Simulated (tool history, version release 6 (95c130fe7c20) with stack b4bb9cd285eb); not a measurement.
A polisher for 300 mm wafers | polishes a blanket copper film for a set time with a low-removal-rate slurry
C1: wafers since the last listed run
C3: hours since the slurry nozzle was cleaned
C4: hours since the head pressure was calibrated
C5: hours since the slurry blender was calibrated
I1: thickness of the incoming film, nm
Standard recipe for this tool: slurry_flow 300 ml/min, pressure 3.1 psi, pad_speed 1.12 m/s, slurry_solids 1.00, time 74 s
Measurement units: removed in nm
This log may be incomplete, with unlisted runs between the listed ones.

{"run": 1, "hour": 0.0, "slurry_flow": 300, "pressure": 3.1, "pad_speed": 1.12, "slurry_solids": 1.0, "time": 74, "C1": 0, "wafers polished on this pad": 1861, "C3": 432.9, "C4": 111.9, "C5": 116.8, "I1": 1404.1, "removed": 213.6}
{"run": 2, "hour": 43.8, "slurry_flow": 300, "pressure": 3.1, "pad_speed": 1.12, "slurry_solids": 1.0, "time": 74, "C1": 322, "wafers polished on this pad": 2183, "C3": 476.7, "C4": 155.7, "C5": 160.6, "I1": 1409.2, "removed": 211.6}
{"run": 3, "hour": 68.0, "slurry_flow": 300, "pressure": 2.6, "pad_speed": 1.12, "slurry_solids": 1.0, "time": 74, "C1": 177, "wafers polished on this pad": 2361, "C3": 500.9, "C4": 179.9, "C5": 184.8, "I1": 1421.6, "removed": 189.7}
{"run": 4, "hour": 95.7, "slurry_flow": 300, "pressure": 2.6, "pad_speed": 1.12, "slurry_solids": 1.0, "time": 74, "C1": 203, "wafers polished on this pad": 2565, "C3": 528.6, "C4": 207.6, "C5": 212.5, "I1": 1413.4, "removed": 187.8}
{"hour": 131.0, "done": "slurry nozzle cleaned"}
{"run": 5, "hour": 150.7, "slurry_flow": 300, "pressure": 2.6, "pad_speed": 1.12, "slurry_solids": 1.0, "time": 74, "C1": 397, "wafers polished on this pad": 2962, "C3": 19.7, "C4": 262.6, "C5": 267.5, "I1": 1402.0, "removed": 189.6}
{"run": 6, "hour": 192.8, "slurry_flow": 300, "pressure": 3.1, "pad_speed": 1.12, "slurry_solids": 1.0, "time": 74, "C1": 309, "wafers polished on this pad": 3272, "C3": 61.8, "C4": 304.7, "C5": 309.6, "I1": 1380.8, "removed": 217.7}
{"run": 7, "hour": 239.6, "slurry_flow": 300, "pressure": 3.1, "pad_speed": 1.12, "slurry_solids": 1.0, "time": 74, "C1": 344, "wafers polished on this pad": 3616, "C3": 108.6, "C4": 351.5, "C5": 356.4, "I1": 1378.2, "removed": 222.9}
{"run": 8, "hour": 286.8, "slurry_flow": 300, "pressure": 3.1, "pad_speed": 1.12, "slurry_solids": 1.0, "time": 74, "C1": 347, "wafers polished on this pad": 3963, "C3": 155.8, "C4": 398.7, "C5": 403.6, "I1": 1405.0, "removed": 226.2}
{"hour": 299.1, "done": "worn pad replaced by a new one"}
{"run": 9, "hour": 357.6, "slurry_flow": 300, "pressure": 2.7, "pad_speed": 1.12, "slurry_solids": 1.0, "time": 96, "C1": 491, "wafers polished on this pad": 430, "C3": 226.6, "C4": 469.5, "C5": 474.4, "I1": 1380.8, "removed": 264.5}
{"run": 10, "hour": 401.0, "slurry_flow": 375, "pressure": 4.0, "pad_speed": 1.12, "slurry_solids": 1.2, "time": 96, "C1": 319, "wafers polished on this pad": 749, "C3": 270.0, "C4": 512.9, "C5": 517.8, "I1": 1418.6, "removed": 399.3}
{"hour": 454.0, "done": "slurry blender recalibrated"}
{"run": 11, "hour": 466.8, "slurry_flow": 300, "pressure": 3.1, "pad_speed": 1.12, "slurry_solids": 1.0, "time": 74, "C1": 469, "wafers polished on this pad": 1218, "C3": 335.8, "C4": 578.7, "C5": 12.8, "I1": 1413.9, "removed": 239.8}
{"hour": 469.7, "done": "head pressure recalibrated"}
{"hour": 649.0, "done": "slurry nozzle cleaned"}
{"run": 12, "hour": 659.3, "slurry_flow": 300, "pressure": 3.1, "pad_speed": 1.12, "slurry_solids": 1.0, "time": 74, "C1": 1393, "wafers polished on this pad": 2612, "C3": 10.3, "C4": 189.6, "C5": 205.3, "I1": 1381.7, "removed": 216.3}
{"run": 13, "hour": 699.7, "slurry_flow": 300, "pressure": 2.3, "pad_speed": 1.28, "slurry_solids": 1.1, "time": 74, "C1": 297, "wafers polished on this pad": 2909, "C3": 50.7, "C4": 230.0, "C5": 245.7, "I1": 1396.9, "removed": 193.5}
{"run": 14, "hour": 739.4, "slurry_flow": 370, "pressure": 3.1, "pad_speed": 1.12, "slurry_solids": 0.75, "time": 74, "C1": 291, "wafers polished on this pad": 3201, "C3": 90.4, "C4": 269.7, "C5": 285.4, "I1": 1397.3, "removed": 209.0}
{"run": 15, "hour": 779.0, "slurry_flow": 300, "pressure": 3.1, "pad_speed": 1.3, "slurry_solids": 1.0, "time": 74, "C1": 291, "wafers polished on this pad": 3492, "C3": 130.0, "C4": 309.3, "C5": 325.0, "I1": 1418.2, "removed": 249.2}
{"hour": 826.6, "done": "worn pad replaced by a new one"}
{"hour": 919.2, "done": "slurry blender recalibrated"}
{"run": 16, "hour": 980.4, "slurry_flow": 400, "pressure": 3.9, "pad_speed": 0.92, "slurry_solids": 1.0, "time": 89, "C1": 1437, "wafers polished on this pad": 1116, "C3": 331.4, "C4": 510.7, "C5": 61.2, "I1": 1392.8, "removed": 312.3}
{"hour": 1036.1, "done": "head pressure recalibrated"}
{"run": 17, "hour": 1038.4, "slurry_flow": 300, "pressure": 3.1, "pad_speed": 1.12, "slurry_solids": 1.0, "time": 74, "C1": 411, "wafers polished on this pad": 1528, "C3": 389.4, "C4": 2.3, "C5": 119.2, "I1": 1417.8, "removed": 217.3}
{"run": 18, "hour": 1096.1, "slurry_flow": 300, "pressure": 3.1, "pad_speed": 1.12, "slurry_solids": 1.0, "time": 74, "C1": 424, "wafers polished on this pad": 1952, "C3": 447.1, "C4": 60.0, "C5": 176.9, "I1": 1408.3, "removed": 215.5}
{"run": 19, "hour": 1157.6, "slurry_flow": 300, "pressure": 3.1, "pad_speed": 1.12, "slurry_solids": 1.0, "time": 74, "C1": 452, "wafers polished on this pad": 2405, "C3": 508.6, "C4": 121.5, "C5": 238.4, "I1": 1422.4, "removed": 218.3}
{"hour": 1178.3, "done": "slurry nozzle cleaned"}
{"run": 20, "hour": 1212.1, "slurry_flow": 300, "pressure": 3.1, "pad_speed": 1.12, "slurry_solids": 1.0, "time": 81, "C1": 393, "wafers polished on this pad": 2798, "C3": 33.8, "C4": 176.0, "C5": 292.9, "I1": 1409.5, "removed": 239.5}
{"run": 21, "hour": 1256.7, "slurry_flow": 365, "pressure": 3.8, "pad_speed": 1.12, "slurry_solids": 1.0, "time": 74, "C1": 328, "wafers polished on this pad": 3126, "C3": 78.4, "C4": 220.6, "C5": 337.5, "I1": 1395.2, "removed": 259.4}
{"run": 22, "hour": 1284.7, "slurry_flow": 300, "pressure": 2.1, "pad_speed": 1.12, "slurry_solids": 0.8, "time": 51, "C1": 205, "wafers polished on this pad": 3332, "C3": 106.4, "C4": 248.6, "C5": 365.5, "I1": 1389.2, "removed": 104.0}
{"hour": 1291.1, "done": "worn pad replaced by a new one"}
{"run": 23, "hour": 1348.2, "slurry_flow": 300, "pressure": 3.1, "pad_speed": 1.12, "slurry_solids": 1.0, "time": 74, "C1": 437, "wafers polished on this pad": 419, "C3": 169.9, "C4": 312.1, "C5": 429.0, "I1": 1385.8, "removed": 220.2}
{"run": 24, "hour": 1394.4, "slurry_flow": 300, "pressure": 2.0, "pad_speed": 1.36, "slurry_solids": 1.3, "time": 74, "C1": 339, "wafers polished on this pad": 759, "C3": 216.1, "C4": 358.3, "C5": 475.2, "I1": 1378.4, "removed": 194.9}
{"run": 25, "hour": 1463.7, "slurry_flow": 300, "pressure": 3.4, "pad_speed": 1.12, "slurry_solids": 1.0, "time": 86, "C1": 509, "wafers polished on this pad": 1269, "C3": 285.4, "C4": 427.6, "C5": 544.5, "I1": 1391.7, "removed": 286.7}
{"hour": 1468.3, "done": "slurry blender recalibrated"}
{"run": 26, "hour": 1515.4, "slurry_flow": 195, "pressure": 4.2, "pad_speed": 1.12, "slurry_solids": 1.0, "time": 74, "C1": 365, "wafers polished on this pad": 1634, "C3": 337.1, "C4": 479.3, "C5": 47.1, "I1": 1409.5, "removed": 290.8}
{"run": 27, "hour": 1554.5, "slurry_flow": 300, "pressure": 3.1, "pad_speed": 1.12, "slurry_solids": 1.0, "time": 74, "C1": 287, "wafers polished on this pad": 1922, "C3": 376.2, "C4": 518.4, "C5": 86.2, "I1": 1405.1, "removed": 233.4}
{"run": 28, "hour": 1601.6, "slurry_flow": 340, "pressure": 3.1, "pad_speed": 1.5, "slurry_solids": 1.0, "time": 74, "C1": 346, "wafers polished on this pad": 2268, "C3": 423.3, "C4": 565.5, "C5": 133.3, "I1": 1420.2, "removed": 293.2}
{"hour": 1649.7, "done": "head pressure recalibrated"}
{"hour": 1680.8, "done": "slurry nozzle cleaned"}
{"run": 29, "hour": 1730.6, "slurry_flow": 300, "pressure": 3.1, "pad_speed": 0.84, "slurry_solids": 1.0, "time": 74, "C1": 926, "wafers polished on this pad": 3195, "C3": 49.8, "C4": 80.9, "C5": 262.3, "I1": 1414.2, "removed": 180.8}

Consider 5 possible next runs. They are alternatives, not a sequence: every one starts from the tool as it was left by run 29. What does each give?
{"run": "A", "hour": 1731.0, "slurry_flow": 300, "pressure": 3.1, "pad_speed": 1.12, "slurry_solids": 1.0, "time": 74, "C1": 2, "wafers polished on this pad": 3198, "C3": 50.2, "C4": 81.3, "C5": 262.7, "I1": 1406.4, "removed": "?"}
{"run": "B", "hour": 1731.0, "slurry_flow": 235, "pressure": 2.3, "pad_speed": 1.12, "slurry_solids": 1.0, "time": 74, "C1": 2, "wafers polished on this pad": 3198, "C3": 50.2, "C4": 81.3, "C5": 262.7, "I1": 1406.4, "removed": "?"}
{"run": "C", "hour": 1731.0, "slurry_flow": 220, "pressure": 3.8, "pad_speed": 1.12, "slurry_solids": 1.0, "time": 74, "C1": 2, "wafers polished on this pad": 3198, "C3": 50.2, "C4": 81.3, "C5": 262.7, "I1": 1406.4, "removed": "?"}
{"run": "D", "hour": 1731.0, "slurry_flow": 365, "pressure": 3.1, "pad_speed": 0.8, "slurry_solids": 1.0, "time": 93, "C1": 2, "wafers polished on this pad": 3198, "C3": 50.2, "C4": 81.3, "C5": 262.7, "I1": 1406.4, "removed": "?"}
{"run": "E", "hour": 1731.0, "slurry_flow": 205, "pressure": 4.0, "pad_speed": 1.12, "slurry_solids": 0.7, "time": 74, "C1": 2, "wafers polished on this pad": 3198, "C3": 50.2, "C4": 81.3, "C5": 262.7, "I1": 1406.4, "removed": "?"}

run=A removed=217.4
run=B removed=168.3
run=C removed=253.0
run=D removed=226.5
run=E removed=239.0
Stripped of hidden state, with their random variation kept, the same runs would have yielded:
run=A removed=217.1
run=B removed=168.0
run=C removed=252.6
run=D removed=226.2
run=E removed=238.6

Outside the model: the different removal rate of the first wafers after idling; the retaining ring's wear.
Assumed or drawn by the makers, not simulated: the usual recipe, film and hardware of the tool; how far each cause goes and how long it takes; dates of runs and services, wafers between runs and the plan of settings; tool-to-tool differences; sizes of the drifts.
